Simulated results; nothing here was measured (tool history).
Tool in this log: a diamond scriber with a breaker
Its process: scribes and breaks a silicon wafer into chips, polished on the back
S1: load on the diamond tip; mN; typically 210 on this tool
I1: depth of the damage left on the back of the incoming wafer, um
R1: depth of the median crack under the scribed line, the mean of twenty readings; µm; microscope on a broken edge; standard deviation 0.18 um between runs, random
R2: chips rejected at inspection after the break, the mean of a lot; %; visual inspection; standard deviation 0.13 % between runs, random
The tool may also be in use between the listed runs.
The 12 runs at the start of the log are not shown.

Run 13, hour 314.7: usual settings but S1 250 mN; I1 0.03. Result: R1 13.35 µm, R2 17.23 %.
Run 14, hour 348.7: usual settings but S1 250 mN; I1 0.01. Result: R1 13.58 µm, R2 15.36 %.
Run 15, hour 382.3: usual settings but S1 250 mN; I1 0.03. Result: R1 13.40 µm, R2 16.60 %.
Run 16, hour 398.7: usual settings; I1 0.05. Result: R1 11.18 µm, R2 5.11 %.
Run 17, hour 420.5: usual settings; I1 0.03. Result: R1 11.20 µm, R2 5.28 %.
Run 18, hour 445.7: usual settings; I1 0.04. Result: R1 11.13 µm, R2 5.46 %.
Run 19, hour 481.1: usual settings but S1 258 mN; I1 0.05. Result: R1 13.96 µm, R2 20.12 %.
Run 20, hour 505.2: usual settings but S1 252 mN; I1 0.02. Result: R1 13.51 µm, R2 17.93 %.
Run 21, hour 525.8: usual settings but S1 254 mN; I1 0.04. Result: R1 13.84 µm, R2 19.02 %.
Run 22, hour 541.3: usual settings; I1 0.05. Result: R1 11.49 µm, R2 6.10 %.
Run 23, hour 559.9: usual settings but S1 251 mN; I1 0.02. Result: R1 13.96 µm, R2 20.38 %.
Run 24, hour 659.8: usual settings but S1 183 mN; I1 0.02. Result: R1 9.72 µm, R2 2.39 %.
At hour 668.7: diamond tip replaced by a new one.
Run 25, hour 693.2: usual settings but S1 154 mN; I1 0.01. Result: R1 7.74 µm, R2 7.78 %.
Run 26, hour 719.9: usual settings; I1 0.02. Result: R1 11.70 µm, R2 6.89 %.
Run 27, hour 733.7: usual settings; I1 0.02. Result: R1 11.44 µm, R2 7.22 %.
At hour 754.7: load on the tip recalibrated.
Run 28, hour 764.3: usual settings but S1 228 mN; I1 0.03. Result: R1 10.56 µm, R2 3.09 %.
Run 29, hour 787.9: usual settings but S1 232 mN; I1 0.02. Result: R1 11.16 µm, R2 3.66 %.
Run 30, hour 869.1: usual settings; I1 0.03. Result: R1 9.68 µm, R2 2.01 %.
Run 31, hour 893.6: usual settings; I1 0.01. Result: R1 9.55 µm, R2 2.10 %.
Run 32, hour 910.1: usual settings but S1 149 mN; I1 0.02. Result: R1 6.01 µm, R2 27.18 %.
Run 33, hour 937.9: usual settings but S1 177 mN; I1 0.01. Result: R1 7.97 µm, R2 6.99 %.
Run 34, hour 951.3: usual settings but S1 271 mN; I1 0.05. Result: R1 12.60 µm, R2 10.26 %.
Run 35, hour 971.2: usual settings but S1 157 mN; I1 0.03. Result: R1 6.67 µm, R2 17.48 %.

Consider 5 possible next runs. They are alternatives, not a sequence: every one starts from the tool as it was left by run 35. What does each give?
Run A, hour 971.8: usual settings but S1 233 mN; I1 0.04. Result: R1 ?, R2 ?.
Run B, hour 971.8: usual settings but S1 243 mN; I1 0.04. Result: R1 ?, R2 ?.
Run C, hour 971.8: usual settings but S1 185 mN; I1 0.04. Result: R1 ?, R2 ?.
Run D, hour 971.8: usual settings but S1 265 mN; I1 0.04. Result: R1 ?, R2 ?.
Run E, hour 971.8: usual settings but S1 169 mN; I1 0.04. Result: R1 ?, R2 ?.

run     R1     R2
  A  10.30   3.80
  B  10.76   5.37
  C   7.90   4.39
  D  11.75   9.76
  E   7.02  10.03
Stripped of hidden state, with their random variation kept, the same runs would have yielded:
run     R1     R2
  A  10.20   3.53
  B  10.66   5.00
  C   7.83   4.73
  D  11.64   9.22
  E   6.96  10.61
